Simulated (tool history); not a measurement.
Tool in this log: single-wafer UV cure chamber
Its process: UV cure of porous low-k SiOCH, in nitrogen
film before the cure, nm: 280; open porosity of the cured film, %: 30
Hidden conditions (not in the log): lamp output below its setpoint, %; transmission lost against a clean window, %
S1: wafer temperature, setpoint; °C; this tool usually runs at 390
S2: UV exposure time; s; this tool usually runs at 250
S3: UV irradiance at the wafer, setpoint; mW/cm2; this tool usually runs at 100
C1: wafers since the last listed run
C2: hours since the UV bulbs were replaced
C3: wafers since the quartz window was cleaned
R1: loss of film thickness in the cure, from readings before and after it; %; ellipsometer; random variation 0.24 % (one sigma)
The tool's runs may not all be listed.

{"run": 1, "hour": 0.0, "S1": 397, "S2": 250, "S3": 100, "C1": 0, "C2": 2195.4, "C3": 240, "R1": 12.747}
{"run": 2, "hour": 49.8, "S1": 397, "S2": 250, "S3": 100, "C1": 201, "C2": 2245.2, "C3": 441, "R1": 12.977}
{"run": 3, "hour": 108.6, "S1": 403, "S2": 250, "S3": 100, "C1": 237, "C2": 2304, "C3": 678, "R1": 13.185}
{"hour": 149.8, "done": "quartz window cleaned"}
{"run": 4, "hour": 171.6, "S1": 403, "S2": 250, "S3": 100, "C1": 222, "C2": 2367, "C3": 88, "R1": 12.98}
{"run": 5, "hour": 232.3, "S1": 403, "S2": 250, "S3": 100, "C1": 245, "C2": 2427.7, "C3": 333, "R1": 13.149}
{"run": 6, "hour": 268.7, "S1": 390, "S2": 250, "S3": 100, "C1": 146, "C2": 2464.1, "C3": 480, "R1": 12.111}
{"run": 7, "hour": 317.7, "S1": 390, "S2": 250, "S3": 100, "C1": 197, "C2": 2513.1, "C3": 678, "R1": 11.9}
{"hour": 360.4, "done": "quartz window cleaned"}
{"run": 8, "hour": 376.4, "S1": 390, "S2": 250, "S3": 100, "C1": 204, "C2": 2571.8, "C3": 64, "R1": 12.319}
{"run": 9, "hour": 411.9, "S1": 390, "S2": 250, "S3": 100, "C1": 143, "C2": 2607.3, "C3": 207, "R1": 11.798}
{"run": 10, "hour": 455.6, "S1": 390, "S2": 250, "S3": 100, "C1": 176, "C2": 2651, "C3": 384, "R1": 12.442}
{"run": 11, "hour": 481.4, "S1": 390, "S2": 250, "S3": 100, "C1": 104, "C2": 2676.8, "C3": 488, "R1": 11.978}
{"run": 12, "hour": 531.9, "S1": 390, "S2": 250, "S3": 100, "C1": 203, "C2": 2727.3, "C3": 692, "R1": 12.049}
{"hour": 550.3, "done": "quartz window cleaned"}
{"run": 13, "hour": 572.6, "S1": 390, "S2": 250, "S3": 100, "C1": 132, "C2": 2768, "C3": 89, "R1": 12.218}

Run 14 is up next; what results do you expect?
{"run": 14, "hour": 601.6, "S1": 390, "S2": 105, "S3": 100, "C1": 117, "C2": 2797, "C3": 207, "R1": "?"}

Logged for run 14: R1 7.709 %.
Without the tool's hidden state the same run would have given R1 10.022 %.

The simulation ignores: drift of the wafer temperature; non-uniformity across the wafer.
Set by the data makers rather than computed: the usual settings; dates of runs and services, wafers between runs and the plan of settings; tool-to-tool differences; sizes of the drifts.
